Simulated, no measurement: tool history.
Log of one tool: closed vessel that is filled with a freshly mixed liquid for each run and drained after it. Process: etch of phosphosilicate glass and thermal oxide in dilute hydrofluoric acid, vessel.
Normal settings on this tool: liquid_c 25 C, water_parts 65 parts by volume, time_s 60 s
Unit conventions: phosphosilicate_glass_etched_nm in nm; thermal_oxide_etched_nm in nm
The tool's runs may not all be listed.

run   hour  liquid_c  water_parts  time_s  read-back film thickness of the phosphosilicate glass reference wafer, read on the same gauge (nm)  read-back film thickness of the thermal oxide reference wafer, read on the same gauge (nm)  phosphosilicate_glass_etched_nm  thermal_oxide_etched_nm
  1      0        25           65      60                                                                                               70.01                                                                                     150.006                            53.29                    4.205
  2    7.6        25           65      40                                                                                                  70                                                                                     150.014                             35.6                    2.783
  3   22.3        25           65      60                                                                                                  70                                                                                     150.027                            53.44                    4.193
  4   31.3        25           65      60                                                                                                  70                                                                                     149.989                            52.87                    4.157
  5   38.6        25           65      60                                                                                               69.99                                                                                     150.013                            53.71                    4.191
  6     45        25           65      60                                                                                               69.98                                                                                     149.984                            53.19                    4.177
  7   51.9        25           65      60                                                                                                  70                                                                                      149.98                            53.21                    4.122
      53.2  -- gauge calibrated
  8   69.7        25           65      60                                                                                               70.01                                                                                     149.998                            53.63                    4.209
  9   77.1        25           65      60                                                                                                  70                                                                                     149.998                            53.59                    4.183
 10   84.9        25           65      60                                                                                               69.99                                                                                      150.03                            52.71                    4.181
     100.4  -- hydrofluoric acid flow meter replaced
     108.5  -- thermometer replaced
 11  125.7        28           40      90                                                                                               69.98                                                                                     150.009                           171.91                   13.684
 12  136.4        25           65      75                                                                                                  70                                                                                     150.027                            75.58                    5.977
 13  145.9      26.5           65      60                                                                                                  70                                                                                     149.979                            64.21                    4.984
 14  160.1        25           65      60                                                                                               69.99                                                                                     150.006                            60.81                    4.808
 15  171.3        25           65      60                                                                                                  70                                                                                     150.011                            60.68                    4.759
 16  185.4        25           65      60                                                                                                  70                                                                                     150.006                            60.44                    4.752
 17  197.4        27           65      60                                                                                               70.01                                                                                     150.002                            64.63                    5.176
 18  210.5        25           80      60                                                                                               69.98                                                                                     150.022                            48.02                    3.768
 19  224.6        25           75      30                                                                                               69.98                                                                                     150.023                            25.96                     2.02
 20  236.7      27.5           50      90                                                                                               69.99                                                                                     149.988                           133.58                   10.376
 21  248.2        21           65      60                                                                                               69.98                                                                                      149.98                            50.95                    4.061
 22  257.3        29           65      70                                                                                               69.97                                                                                     149.995                            81.97                    6.488
 23  263.7        23           85      60                                                                                               70.01                                                                                     149.984                            41.13                    3.248
 24  274.1      21.5           50      45                                                                                               69.98                                                                                     150.034                            51.62                    4.026
 25  281.9        25           65      60                                                                                               69.96                                                                                     149.995                            60.75                    4.659
 26    288        25           65      60                                                                                               69.99                                                                                     150.005                            60.44                    4.704
 27  305.5        20           90      50                                                                                               69.99                                                                                     149.984                            28.35                    2.224

Here are 3 independent what-if runs from the current tool condition. What would each one return?
  A  306.2      21.5           65      60                                                                                                   ?                                                                                           ?                                ?                        ?
  B  306.2      27.5           90      80                                                                                                   ?                                                                                           ?                                ?                        ?
  C  306.2      28.5           65      60                                                                                                   ?                                                                                           ?                                ?                        ?

run  read-back film thickness of the phosphosilicate glass reference wafer, read on the same gauge (nm)  read-back film thickness of the thermal oxide reference wafer, read on the same gauge (nm)  phosphosilicate_glass_etched_nm  thermal_oxide_etched_nm
  A                                                                                               69.99                                                                                     149.986                            52.01                    4.019
  B                                                                                               69.99                                                                                     149.986                            61.61                     4.76
  C                                                                                               69.99                                                                                     149.986                            68.95                    5.327
What these runs would have given with no unlogged condition in the tool:
run  phosphosilicate_glass_etched_nm  thermal_oxide_etched_nm
  A                            53.83                    4.159
  B                            63.85                    4.933
  C                             71.4                    5.516

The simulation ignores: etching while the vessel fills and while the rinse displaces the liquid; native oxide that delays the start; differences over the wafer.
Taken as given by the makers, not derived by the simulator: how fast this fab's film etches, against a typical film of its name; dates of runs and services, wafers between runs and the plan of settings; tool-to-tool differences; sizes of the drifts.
